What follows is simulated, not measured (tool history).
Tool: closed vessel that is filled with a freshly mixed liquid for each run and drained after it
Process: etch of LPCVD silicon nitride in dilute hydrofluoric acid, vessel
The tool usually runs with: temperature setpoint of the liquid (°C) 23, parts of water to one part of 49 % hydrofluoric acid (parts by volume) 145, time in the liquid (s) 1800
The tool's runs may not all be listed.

run	hour	temperature setpoint of the liquid (°C)	parts of water to one part of 49 % hydrofluoric acid (parts by volume)	time in the liquid (s)	wafers since the last listed run	hours since the thermometer was replaced	hours since the hydrofluoric acid flow meter was replaced	hours since the gauge calibration	read-back film thickness of the LPCVD silicon nitride reference wafer, read on the same gauge (nm)	thickness taken off the LPCVD silicon nitride on a monitor wafer (angstrom)
1	0	23	145	1800	0	1654.8	764.1	97	80.01	66.1
2	16.8	23	145	1800	805	1671.6	780.9	113.8	79.98	66.3
3	32.8	23	145	1800	766	1687.6	796.9	129.8	79.97	66
4	39.3	23	145	1800	311	1694.1	803.4	136.3	80.01	66.3
5	50.1	23	145	1800	517	1704.9	814.2	147.1	79.95	67.2
6	67.3	26	145	1800	824	1722.1	831.4	164.3	80.04	80
7	76.9	26	145	1800	460	1731.7	841	173.9	79.98	82.5
8	102.8	26	145	1800	1241	1757.6	866.9	199.8	79.99	81.7
9	109.7	23	165	1205	330	1764.5	873.8	206.7	80.05	40.4
# hour 135.7: gauge calibrated
10	163.6	23	165	1205	2582	1818.4	927.7	27.9	80.05	40
11	178.7	23	165	1205	723	1833.5	942.8	43	79.96	39.9
12	185.3	21.5	145	1800	316	1840.1	949.4	49.6	80.02	62.1
# hour 190: hydrofluoric acid flow meter replaced
13	197.1	23	145	1255	517	1851.9	7.1	61.4	79.98	42.2
14	207.9	26.5	145	1800	517	1862.7	17.9	72.2	80.04	76.4
15	231.3	25	145	2815	1121	1886.1	41.3	95.6	80.01	107.6
16	247.2	23	90	775	761	1902	57.2	111.5	79.98	42.2
17	254.3	21.5	105	1140	340	1909.1	64.3	118.6	80.03	48.5
# hour 257.7: thermometer replaced
18	271.5	23	165	1205	776	13.8	81.5	135.8	80.01	35.9
19	288.1	26.5	145	1800	795	30.4	98.1	152.4	80	76.3
20	298.2	23	175	1800	483	40.5	108.2	162.5	79.96	50.4
21	313.9	28	145	2765	752	56.2	123.9	178.2	80	128.4
22	331.7	26	110	1800	852	74	141.7	196	80.04	97.4

Alternative continuations, all from the tool just after run 22; predict every row:
A	332.8	23	145	1800	52	75.1	142.8	197.1	?	?
B	332.8	21.5	95	1800	52	75.1	142.8	197.1	?	?
C	332.8	24.5	145	1205	52	75.1	142.8	197.1	?	?
D	332.8	26	200	2765	52	75.1	142.8	197.1	?	?
E	332.8	23	110	1800	52	75.1	142.8	197.1	?	?

run	read-back film thickness of the LPCVD silicon nitride reference wafer, read on the same gauge (nm)	thickness taken off the LPCVD silicon nitride on a monitor wafer (angstrom)
A	80.01	61.5
B	80.01	84.3
C	80.01	45.4
D	80.01	83.1
E	80.01	80.7
With no hidden state in the tool, these same runs would have given:
run	thickness taken off the LPCVD silicon nitride on a monitor wafer (angstrom)
A	59.7
B	81.9
C	44
D	80.7
E	78.4

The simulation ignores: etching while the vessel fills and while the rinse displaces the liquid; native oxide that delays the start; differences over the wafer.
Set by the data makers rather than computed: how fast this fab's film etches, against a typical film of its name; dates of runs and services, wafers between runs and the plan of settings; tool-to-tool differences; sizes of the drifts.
